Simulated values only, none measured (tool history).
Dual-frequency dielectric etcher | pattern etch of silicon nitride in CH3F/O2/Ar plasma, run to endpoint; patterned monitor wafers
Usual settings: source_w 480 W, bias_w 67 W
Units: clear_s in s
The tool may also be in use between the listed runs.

run	hour	source_w	bias_w	incoming incoming film thickness, nm	clear_s
1	0.0	480	67	55.7	70.9
2	25.9	480	57	55.2	74.5
3	133.8	480	57	55.3	75.1
4	152.8	480	57	55.3	74.8
5	178.5	520	67	55.3	67.7
6	209.3	520	67	55.7	67.4
# hour 221.7: source power generator calibrated
# hour 237.6: wet clean of the chamber
7	238.1	520	67	55.4	71.3
8	262.3	420	67	55.0	75.9
# hour 308.3: upper electrode replaced
9	308.8	420	67	55.4	77.2
10	323.1	420	67	55.4	76.4
11	337.8	480	59	54.9	76.7
12	361.7	540	54	55.5	75.7
13	375.3	420	55	55.1	82.7
14	404.8	520	67	55.2	70.1
# hour 412.0: bias power generator calibrated
15	438.2	540	82	55.2	62.5
16	457.0	480	67	55.7	72.3
17	490.5	420	73	55.5	72.5
18	504.9	510	67	55.7	69.6

Forecast run 19:
19	532.7	420	73	55.2	?

{"run 19": {"clear_s": 72.0}}
Without the tool's hidden state the same run would have given clear_s 73.8 s.
